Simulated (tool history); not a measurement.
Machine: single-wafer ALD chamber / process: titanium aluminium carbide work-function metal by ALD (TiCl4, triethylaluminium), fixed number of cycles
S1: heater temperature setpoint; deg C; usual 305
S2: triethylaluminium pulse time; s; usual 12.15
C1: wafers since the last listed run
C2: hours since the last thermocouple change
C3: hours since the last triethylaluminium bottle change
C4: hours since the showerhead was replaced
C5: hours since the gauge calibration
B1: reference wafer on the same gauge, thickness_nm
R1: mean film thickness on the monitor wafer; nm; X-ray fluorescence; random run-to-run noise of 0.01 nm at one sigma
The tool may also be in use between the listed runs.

{"run": 1, "hour": 0.0, "S1": 305, "S2": 12.15, "C1": 0, "C2": 846.0, "C3": 319.6, "C4": 6375.1, "C5": 2197.6, "B1": 2.089, "R1": 2.1}
{"run": 2, "hour": 92.3, "S1": 305, "S2": 12.15, "C1": 766, "C2": 938.3, "C3": 411.9, "C4": 6467.4, "C5": 2289.9, "B1": 2.089, "R1": 2.066}
{"run": 3, "hour": 162.5, "S1": 305, "S2": 12.15, "C1": 583, "C2": 1008.5, "C3": 482.1, "C4": 6537.6, "C5": 2360.1, "B1": 2.087, "R1": 2.082}
{"run": 4, "hour": 232.0, "S1": 305, "S2": 12.15, "C1": 577, "C2": 1078.0, "C3": 551.6, "C4": 6607.1, "C5": 2429.6, "B1": 2.092, "R1": 2.086}
{"run": 5, "hour": 305.1, "S1": 305, "S2": 12.15, "C1": 607, "C2": 1151.1, "C3": 624.7, "C4": 6680.2, "C5": 2502.7, "B1": 2.09, "R1": 2.077}
{"run": 6, "hour": 387.6, "S1": 305, "S2": 12.15, "C1": 685, "C2": 1233.6, "C3": 707.2, "C4": 6762.7, "C5": 2585.2, "B1": 2.091, "R1": 2.103}
{"hour": 402.4, "done": "showerhead replaced"}
{"hour": 465.8, "done": "gauge calibrated"}
{"run": 7, "hour": 487.0, "S1": 305, "S2": 12.15, "C1": 759, "C2": 1333.0, "C3": 806.6, "C4": 84.6, "C5": 21.2, "B1": 2.088, "R1": 2.094}
{"run": 8, "hour": 556.6, "S1": 309, "S2": 10.07, "C1": 578, "C2": 1402.6, "C3": 876.2, "C4": 154.2, "C5": 90.8, "B1": 2.094, "R1": 2.097}
{"run": 9, "hour": 593.9, "S1": 309, "S2": 10.07, "C1": 309, "C2": 1439.9, "C3": 913.5, "C4": 191.5, "C5": 128.1, "B1": 2.089, "R1": 2.098}
{"run": 10, "hour": 696.0, "S1": 305, "S2": 12.15, "C1": 848, "C2": 1542.0, "C3": 1015.6, "C4": 293.6, "C5": 230.2, "B1": 2.09, "R1": 2.111}
{"run": 11, "hour": 797.3, "S1": 305, "S2": 12.15, "C1": 841, "C2": 1643.3, "C3": 1116.9, "C4": 394.9, "C5": 331.5, "B1": 2.091, "R1": 2.09}
{"run": 12, "hour": 834.0, "S1": 317, "S2": 12.15, "C1": 304, "C2": 1680.0, "C3": 1153.6, "C4": 431.6, "C5": 368.2, "B1": 2.091, "R1": 2.224}
{"run": 13, "hour": 935.1, "S1": 312, "S2": 15.04, "C1": 840, "C2": 1781.1, "C3": 1254.7, "C4": 532.7, "C5": 469.3, "B1": 2.088, "R1": 2.193}
{"run": 14, "hour": 1041.1, "S1": 298, "S2": 8.78, "C1": 880, "C2": 1887.1, "C3": 1360.7, "C4": 638.7, "C5": 575.3, "B1": 2.093, "R1": 1.966}
{"run": 15, "hour": 1116.6, "S1": 291, "S2": 10.26, "C1": 627, "C2": 1962.6, "C3": 1436.2, "C4": 714.2, "C5": 650.8, "B1": 2.087, "R1": 1.944}
{"hour": 1180.9, "done": "thermocouple changed; heater temperature recalibrated"}
{"run": 16, "hour": 1196.6, "S1": 294, "S2": 12.15, "C1": 598, "C2": 15.7, "C3": 1516.2, "C4": 794.2, "C5": 730.8, "B1": 2.091, "R1": 1.929}
{"run": 17, "hour": 1258.9, "S1": 314, "S2": 12.15, "C1": 517, "C2": 78.0, "C3": 1578.5, "C4": 856.5, "C5": 793.1, "B1": 2.091, "R1": 2.137}
{"run": 18, "hour": 1354.4, "S1": 317, "S2": 14.46, "C1": 793, "C2": 173.5, "C3": 1674.0, "C4": 952.0, "C5": 888.6, "B1": 2.092, "R1": 2.19}
{"run": 19, "hour": 1456.6, "S1": 317, "S2": 14.96, "C1": 849, "C2": 275.7, "C3": 1776.2, "C4": 1054.2, "C5": 990.8, "B1": 2.087, "R1": 2.191}
{"run": 20, "hour": 1520.9, "S1": 305, "S2": 14.98, "C1": 534, "C2": 340.0, "C3": 1840.5, "C4": 1118.5, "C5": 1055.1, "B1": 2.092, "R1": 2.085}
{"hour": 1612.4, "done": "triethylaluminium bottle replaced"}
{"run": 21, "hour": 1612.9, "S1": 319, "S2": 14.14, "C1": 697, "C2": 432.0, "C3": 0.5, "C4": 1210.5, "C5": 1147.1, "B1": 2.092, "R1": 2.222}
{"run": 22, "hour": 1704.4, "S1": 305, "S2": 8.54, "C1": 760, "C2": 523.5, "C3": 92.0, "C4": 1302.0, "C5": 1238.6, "B1": 2.092, "R1": 2.027}
{"run": 23, "hour": 1795.5, "S1": 305, "S2": 12.15, "C1": 756, "C2": 614.6, "C3": 183.1, "C4": 1393.1, "C5": 1329.7, "B1": 2.093, "R1": 2.087}
{"run": 24, "hour": 1878.8, "S1": 305, "S2": 12.15, "C1": 692, "C2": 697.9, "C3": 266.4, "C4": 1476.4, "C5": 1413.0, "B1": 2.091, "R1": 2.078}
{"run": 25, "hour": 1968.3, "S1": 305, "S2": 13.83, "C1": 743, "C2": 787.4, "C3": 355.9, "C4": 1565.9, "C5": 1502.5, "B1": 2.089, "R1": 2.094}
{"run": 26, "hour": 2032.3, "S1": 305, "S2": 12.15, "C1": 531, "C2": 851.4, "C3": 419.9, "C4": 1629.9, "C5": 1566.5, "B1": 2.09, "R1": 2.072}
{"run": 27, "hour": 2105.0, "S1": 293, "S2": 10.28, "C1": 604, "C2": 924.1, "C3": 492.6, "C4": 1702.6, "C5": 1639.2, "B1": 2.091, "R1": 1.949}
{"run": 28, "hour": 2206.0, "S1": 305, "S2": 12.15, "C1": 839, "C2": 1025.1, "C3": 593.6, "C4": 1803.6, "C5": 1740.2, "B1": 2.087, "R1": 2.094}
{"run": 29, "hour": 2288.9, "S1": 298, "S2": 16.74, "C1": 688, "C2": 1108.0, "C3": 676.5, "C4": 1886.5, "C5": 1823.1, "B1": 2.09, "R1": 2.036}
{"run": 30, "hour": 2384.1, "S1": 305, "S2": 14.98, "C1": 791, "C2": 1203.2, "C3": 771.7, "C4": 1981.7, "C5": 1918.3, "B1": 2.093, "R1": 2.116}
{"run": 31, "hour": 2472.1, "S1": 305, "S2": 12.15, "C1": 731, "C2": 1291.2, "C3": 859.7, "C4": 2069.7, "C5": 2006.3, "B1": 2.089, "R1": 2.087}
{"run": 32, "hour": 2566.7, "S1": 301, "S2": 16.08, "C1": 786, "C2": 1385.8, "C3": 954.3, "C4": 2164.3, "C5": 2100.9, "B1": 2.092, "R1": 2.091}
{"run": 33, "hour": 2639.1, "S1": 305, "S2": 12.15, "C1": 601, "C2": 1458.2, "C3": 1026.7, "C4": 2236.7, "C5": 2173.3, "B1": 2.092, "R1": 2.118}

Below are 4 alternative next runs, each starting from the tool's condition after run 33. Predict each:
{"run": "A", "hour": 2639.5, "S1": 305, "S2": 12.15, "C1": 3, "C2": 1458.6, "C3": 1027.1, "C4": 2237.1, "C5": 2173.7, "B1": "?", "R1": "?"}
{"run": "B", "hour": 2639.5, "S1": 318, "S2": 10.5, "C1": 3, "C2": 1458.6, "C3": 1027.1, "C4": 2237.1, "C5": 2173.7, "B1": "?", "R1": "?"}
{"run": "C", "hour": 2639.5, "S1": 310, "S2": 8.35, "C1": 3, "C2": 1458.6, "C3": 1027.1, "C4": 2237.1, "C5": 2173.7, "B1": "?", "R1": "?"}
{"run": "D", "hour": 2639.5, "S1": 313, "S2": 9.86, "C1": 3, "C2": 1458.6, "C3": 1027.1, "C4": 2237.1, "C5": 2173.7, "B1": "?", "R1": "?"}

run=A B1=2.090 R1=2.109
run=B B1=2.090 R1=2.216
run=C B1=2.090 R1=2.091
run=D B1=2.090 R1=2.156
Without the tool's hidden state the same runs would have given:
run=A R1=2.053
run=B R1=2.159
run=C R1=2.036
run=D R1=2.100
